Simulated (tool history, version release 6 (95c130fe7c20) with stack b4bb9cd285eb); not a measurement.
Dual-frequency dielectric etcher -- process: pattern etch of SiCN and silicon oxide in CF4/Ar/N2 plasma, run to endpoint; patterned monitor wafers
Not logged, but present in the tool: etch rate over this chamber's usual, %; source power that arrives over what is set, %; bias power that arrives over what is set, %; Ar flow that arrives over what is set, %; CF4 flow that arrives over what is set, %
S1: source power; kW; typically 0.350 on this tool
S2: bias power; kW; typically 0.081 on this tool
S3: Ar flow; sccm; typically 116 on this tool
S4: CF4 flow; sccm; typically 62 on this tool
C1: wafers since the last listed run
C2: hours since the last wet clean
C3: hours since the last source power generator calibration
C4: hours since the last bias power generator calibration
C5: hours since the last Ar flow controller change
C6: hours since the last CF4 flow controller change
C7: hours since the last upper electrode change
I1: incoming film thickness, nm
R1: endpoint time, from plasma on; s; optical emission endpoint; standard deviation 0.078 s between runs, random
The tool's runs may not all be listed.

run 1 day=0.000 | S1=0.350 S2=0.093 S3=116 S4=62 | C1=0 C2=434.4 C3=4359.3 C4=0.5 C5=2273.7 C6=2151.1 C7=5572.1 | I1=10.59 | R1=13.7
run 2 day=4.371 | S1=0.350 S2=0.093 S3=116 S4=62 | C1=1489 C2=539.3 C3=4464.2 C4=105.4 C5=2378.6 C6=2256.0 C7=5677.0 | I1=10.58 | R1=14.0
-- day=7.971 wet clean of the chamber
run 3 day=7.992 | S1=0.350 S2=0.093 S3=116 S4=62 | C1=893 C2=0.5 C3=4551.1 C4=192.3 C5=2465.5 C6=2342.9 C7=5763.9 | I1=10.58 | R1=13.8
run 4 day=9.012 | S1=0.350 S2=0.081 S3=97 S4=62 | C1=347 C2=25.0 C3=4575.6 C4=216.8 C5=2490.0 C6=2367.4 C7=5788.4 | I1=10.55 | R1=13.9
run 5 day=13.350 | S1=0.350 S2=0.081 S3=97 S4=62 | C1=1478 C2=129.1 C3=4679.7 C4=320.9 C5=2594.1 C6=2471.5 C7=5892.5 | I1=10.63 | R1=14.1
run 6 day=16.583 | S1=0.350 S2=0.081 S3=116 S4=62 | C1=1102 C2=206.7 C3=4757.3 C4=398.5 C5=2671.7 C6=2549.1 C7=5970.1 | I1=10.56 | R1=14.5
-- day=20.833 upper electrode replaced
run 7 day=20.854 | S1=0.350 S2=0.081 S3=138 S4=62 | C1=1115 C2=309.2 C3=4859.8 C4=501.0 C5=2774.2 C6=2651.6 C7=0.5 | I1=10.65 | R1=15.0
run 8 day=24.188 | S1=0.420 S2=0.097 S3=129 S4=69 | C1=1136 C2=389.2 C3=4939.8 C4=581.0 C5=2854.2 C6=2731.6 C7=80.5 | I1=10.49 | R1=11.3
run 9 day=26.796 | S1=0.350 S2=0.094 S3=116 S4=58 | C1=889 C2=451.8 C3=5002.4 C4=643.6 C5=2916.8 C6=2794.2 C7=143.1 | I1=10.61 | R1=14.0
-- day=28.933 wet clean of the chamber
-- day=29.400 CF4 flow controller replaced
run 10 day=31.242 | S1=0.300 S2=0.073 S3=116 S4=51 | C1=1089 C2=55.4 C3=5109.1 C4=750.3 C5=3023.5 C6=44.2 C7=249.8 | I1=10.56 | R1=17.8
-- day=31.746 source power generator calibrated
-- day=32.329 Ar flow controller replaced
run 11 day=33.696 | S1=0.350 S2=0.081 S3=116 S4=62 | C1=694 C2=114.3 C3=46.8 C4=809.2 C5=32.8 C6=103.1 C7=308.7 | I1=10.58 | R1=14.5
run 12 day=37.271 | S1=0.350 S2=0.091 S3=137 S4=51 | C1=1218 C2=200.1 C3=132.6 C4=895.0 C5=118.6 C6=188.9 C7=394.5 | I1=10.53 | R1=14.7
run 13 day=41.408 | S1=0.270 S2=0.096 S3=92 S4=55 | C1=1410 C2=299.4 C3=231.9 C4=994.3 C5=217.9 C6=288.2 C7=493.8 | I1=10.61 | R1=17.5
run 14 day=45.725 | S1=0.350 S2=0.081 S3=116 S4=62 | C1=1471 C2=403.0 C3=335.5 C4=1097.9 C5=321.5 C6=391.8 C7=597.4 | I1=10.58 | R1=14.4
run 15 day=49.833 | S1=0.350 S2=0.081 S3=116 S4=62 | C1=1400 C2=501.6 C3=434.1 C4=1196.5 C5=420.1 C6=490.4 C7=696.0 | I1=10.56 | R1=14.4
-- day=52.871 wet clean of the chamber
run 16 day=53.612 | S1=0.350 S2=0.091 S3=100 S4=77 | C1=947 C2=17.8 C3=524.8 C4=1287.2 C5=510.8 C6=581.1 C7=786.7 | I1=10.56 | R1=13.2
run 17 day=56.408 | S1=0.400 S2=0.081 S3=128 S4=62 | C1=953 C2=84.9 C3=591.9 C4=1354.3 C5=577.9 C6=648.2 C7=853.8 | I1=10.70 | R1=13.1
run 18 day=58.971 | S1=0.350 S2=0.081 S3=116 S4=70 | C1=873 C2=146.4 C3=653.4 C4=1415.8 C5=639.4 C6=709.7 C7=915.3 | I1=10.66 | R1=14.5
run 19 day=61.638 | S1=0.350 S2=0.092 S3=116 S4=62 | C1=909 C2=210.4 C3=717.4 C4=1479.8 C5=703.4 C6=773.7 C7=979.3 | I1=10.51 | R1=13.8
run 20 day=65.267 | S1=0.350 S2=0.081 S3=116 S4=62 | C1=1237 C2=297.5 C3=804.5 C4=1566.9 C5=790.5 C6=860.8 C7=1066.4 | I1=10.67 | R1=14.4

Run 21 is up next; what results do you expect?
run 21 day=67.029 | S1=0.350 S2=0.074 S3=90 S4=62 | C1=600 C2=339.8 C3=846.8 C4=1609.2 C5=832.8 C6=903.1 C7=1108.7 | I1=10.67 | R1=?

R1: 14.5 s
With no hidden state in the tool, this same run would have given R1 14.5 s.
